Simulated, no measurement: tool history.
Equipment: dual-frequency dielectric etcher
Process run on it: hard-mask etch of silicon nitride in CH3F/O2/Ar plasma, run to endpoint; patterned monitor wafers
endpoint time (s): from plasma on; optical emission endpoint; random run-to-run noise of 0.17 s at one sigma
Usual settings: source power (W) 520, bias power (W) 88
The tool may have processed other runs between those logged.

run	day	source power (W)	bias power (W)	wafers since the last listed run	hours since the last wet clean	hours since the last source power generator calibration	hours since the last bias power generator calibration	hours since the last upper electrode change	incoming incoming film thickness, nm	endpoint time (s)
1	0	520	88	0	366	3233.8	3639.3	4286.2	33.22	39.3
2	1.412	520	88	257	399.9	3267.7	3673.2	4320.1	32.87	39.1
3	2.275	480	88	157	420.6	3288.4	3693.9	4340.8	32.83	39.7
4	3.25	480	88	177	444	3311.8	3717.3	4364.2	32.94	40.1
# day 5.075: bias power generator calibrated
# day 5.129: wet clean of the chamber
# day 8.15: upper electrode replaced
5	8.171	570	72	674	73	3429.9	74.3	0.5	32.88	42.5
6	8.767	480	73	108	87.3	3444.2	88.6	14.8	32.98	45.2
7	9.671	520	76	164	109	3465.9	110.3	36.5	32.78	42.9
8	10.379	520	88	129	126	3482.9	127.3	53.5	32.94	40.3
9	11.462	470	72	197	152	3508.9	153.3	79.5	32.8	45.5
10	12.017	570	68	100	165.3	3522.2	166.6	92.8	32.68	43.1
# day 12.946: source power generator calibrated
11	12.967	650	73	142	188.1	0.5	189.4	115.6	32.89	40.2
12	14.258	480	88	235	219.1	31.5	220.4	146.6	33.08	41
13	15.754	580	69	272	255	67.4	256.3	182.5	32.71	42.2
14	16.567	590	73	148	274.5	86.9	275.8	202	32.91	41.2

Each row is a separate what-if for the run after 14, all from the same tool condition, not one after another. Results?
A	16.583	520	105	3	274.9	87.3	276.2	202.4	33.28	?
B	16.583	390	71	3	274.9	87.3	276.2	202.4	33.28	?
C	16.583	430	78	3	274.9	87.3	276.2	202.4	33.28	?
D	16.583	590	80	3	274.9	87.3	276.2	202.4	33.28	?

run	endpoint time (s)
A	36.9
B	48.8
C	45.2
D	40
What these runs would have given with no unlogged condition in the tool:
run	endpoint time (s)
A	37.8
B	50
C	46.3
D	41
